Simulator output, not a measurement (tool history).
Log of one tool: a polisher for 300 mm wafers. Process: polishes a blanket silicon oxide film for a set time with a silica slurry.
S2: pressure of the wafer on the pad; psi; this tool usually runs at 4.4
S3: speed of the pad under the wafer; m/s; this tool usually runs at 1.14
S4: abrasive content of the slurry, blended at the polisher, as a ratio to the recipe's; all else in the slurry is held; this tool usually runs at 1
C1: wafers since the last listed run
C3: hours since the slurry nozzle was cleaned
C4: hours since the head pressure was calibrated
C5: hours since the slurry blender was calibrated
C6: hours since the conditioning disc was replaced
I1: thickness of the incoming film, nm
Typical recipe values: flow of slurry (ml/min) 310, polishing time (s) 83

Run 1, day 0: usual settings but polishing time (s) 66; C1 0; wafers polished on this pad 1136; C3 257.6; C4 675; C5 526.2; C6 191.1; I1 1102.9. Result: film removed (nm) 196.7.
At day 0.508: slurry blender recalibrated.
At day 1.754: worn pad replaced by a new one.
Run 2, day 2.396: usual settings; C1 417; wafers polished on this pad 124; C3 315.1; C4 732.5; C5 45.3; C6 248.6; I1 1106.4. Result: film removed (nm) 246.2.
Run 3, day 4.104: usual settings; C1 332; wafers polished on this pad 456; C3 356.1; C4 773.5; C5 86.3; C6 289.6; I1 1109.8. Result: film removed (nm) 246.
Run 4, day 6.879: usual settings; C1 539; wafers polished on this pad 996; C3 422.7; C4 840.1; C5 152.9; C6 356.2; I1 1114.1. Result: film removed (nm) 249.3.
At day 8.592: conditioning disc replaced and pad reconditioned.
At day 9.475: worn pad replaced by a new one.
Run 5, day 9.538: usual settings; C1 468; wafers polished on this pad 12; C3 486.5; C4 903.9; C5 216.7; C6 22.7; I1 1105.9. Result: film removed (nm) 250.2.
Run 6, day 11.667: usual settings; C1 413; wafers polished on this pad 426; C3 537.6; C4 955; C5 267.8; C6 73.8; I1 1099.4. Result: film removed (nm) 246.5.
At day 14.267: slurry nozzle cleaned.
Run 7, day 14.492: usual settings; C1 541; wafers polished on this pad 967; C3 5.4; C4 1022.8; C5 335.6; C6 141.6; I1 1117.4. Result: film removed (nm) 252.3.
Run 8, day 17.45: usual settings but polishing time (s) 102; C1 575; wafers polished on this pad 1542; C3 76.4; C4 1093.8; C5 406.6; C6 212.6; I1 1096.8. Result: film removed (nm) 309.5.
At day 18.267: worn pad replaced by a new one.
At day 18.796: slurry blender recalibrated.
Run 9, day 19.7: usual settings but polishing time (s) 102; C1 388; wafers polished on this pad 262; C3 130.4; C4 1147.8; C5 21.7; C6 266.6; I1 1111.4. Result: film removed (nm) 306.2.
Run 10, day 21.338: usual settings but polishing time (s) 102; C1 318; wafers polished on this pad 580; C3 169.7; C4 1187.1; C5 61; C6 305.9; I1 1102.7. Result: film removed (nm) 305.2.
Run 11, day 22.812: usual settings; C1 286; wafers polished on this pad 867; C3 205.1; C4 1222.5; C5 96.4; C6 341.3; I1 1102. Result: film removed (nm) 250.7.
Run 12, day 24.758: usual settings; C1 378; wafers polished on this pad 1245; C3 251.8; C4 1269.2; C5 143.1; C6 388; I1 1109.2. Result: film removed (nm) 248.6.
At day 26.529: worn pad replaced by a new one.
At day 26.925: head pressure recalibrated.
Run 13, day 26.946: usual settings but flow of slurry (ml/min) 390, S2 3.9 psi, S3 1.34 m/s, polishing time (s) 96; C1 376; wafers polished on this pad 64; C3 304.3; C4 0.5; C5 195.6; C6 440.5; I1 1093.2. Result: film removed (nm) 296.6.
At day 27.258: conditioning disc replaced and pad reconditioned.
Run 14, day 29.542: usual settings; C1 488; wafers polished on this pad 552; C3 366.6; C4 62.8; C5 257.9; C6 54.8; I1 1124.1. Result: film removed (nm) 248.4.
Run 15, day 31.946: usual settings but S4 0.7; C1 467; wafers polished on this pad 1020; C3 424.3; C4 120.5; C5 315.6; C6 112.5; I1 1091.1. Result: film removed (nm) 205.
Run 16, day 33.508: usual settings but S2 5.1 psi, S3 0.92 m/s, S4 1.25, polishing time (s) 101; C1 303; wafers polished on this pad 1323; C3 461.8; C4 158; C5 353.1; C6 150; I1 1109. Result: film removed (nm) 322.6.

Run 17, settings as shown, results not yet in. Your forecast:
At day 34.662: worn pad replaced by a new one.
Run 17, day 35.871: usual settings but S3 0.88 m/s, S4 0.85; C1 426; wafers polished on this pad 234; C3 518.5; C4 214.7; C5 409.8; C6 206.7; I1 1118.2. Result: film removed (nm) ?.

For run 17 the tool returned film removed (nm) 188.
The same run, on a tool lacking any hidden state, would have yielded film removed (nm) 188.
